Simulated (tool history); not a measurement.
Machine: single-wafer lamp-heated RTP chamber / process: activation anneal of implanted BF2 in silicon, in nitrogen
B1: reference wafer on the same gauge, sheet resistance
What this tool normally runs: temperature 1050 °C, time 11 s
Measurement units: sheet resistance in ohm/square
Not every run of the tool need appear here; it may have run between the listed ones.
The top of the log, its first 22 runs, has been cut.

run 23 day=23.092 | temperature=1050 time=11 | B1=316.01 | sheet_resistance=362.1
run 24 day=23.954 | temperature=1024 time=13 | B1=316.05 | sheet_resistance=365.86
-- day=24.729 pyrometer window cleaned and pyrometer calibrated
run 25 day=24.75 | temperature=1072 time=7 | B1=316.09 | sheet_resistance=364.61
run 26 day=25.171 | temperature=1050 time=11 | B1=316.03 | sheet_resistance=366.55
run 27 day=26.046 | temperature=1075 time=14 | B1=316.01 | sheet_resistance=356.42
run 28 day=27.304 | temperature=1028 time=5 | B1=316.01 | sheet_resistance=374.87
run 29 day=28.467 | temperature=1031 time=15 | B1=316.07 | sheet_resistance=365.66
run 30 day=29.554 | temperature=1065 time=7 | B1=316.01 | sheet_resistance=365.94
run 31 day=30.775 | temperature=1050 time=14 | B1=315.96 | sheet_resistance=361.46
run 32 day=31.65 | temperature=1069 time=6 | B1=315.96 | sheet_resistance=365.05
run 33 day=32.708 | temperature=1036 time=11 | B1=316.06 | sheet_resistance=366.16
run 34 day=33.871 | temperature=1050 time=11 | B1=315.98 | sheet_resistance=363.35

Predict the results of run 35:
run 35 day=35.342 | temperature=1035 time=17 | B1=? | sheet_resistance=?

Run 35 came out at B1 315.98, sheet resistance 361.78 ohm/square.
Without the tool's hidden state the same run would have given sheet resistance 365.97 ohm/square.

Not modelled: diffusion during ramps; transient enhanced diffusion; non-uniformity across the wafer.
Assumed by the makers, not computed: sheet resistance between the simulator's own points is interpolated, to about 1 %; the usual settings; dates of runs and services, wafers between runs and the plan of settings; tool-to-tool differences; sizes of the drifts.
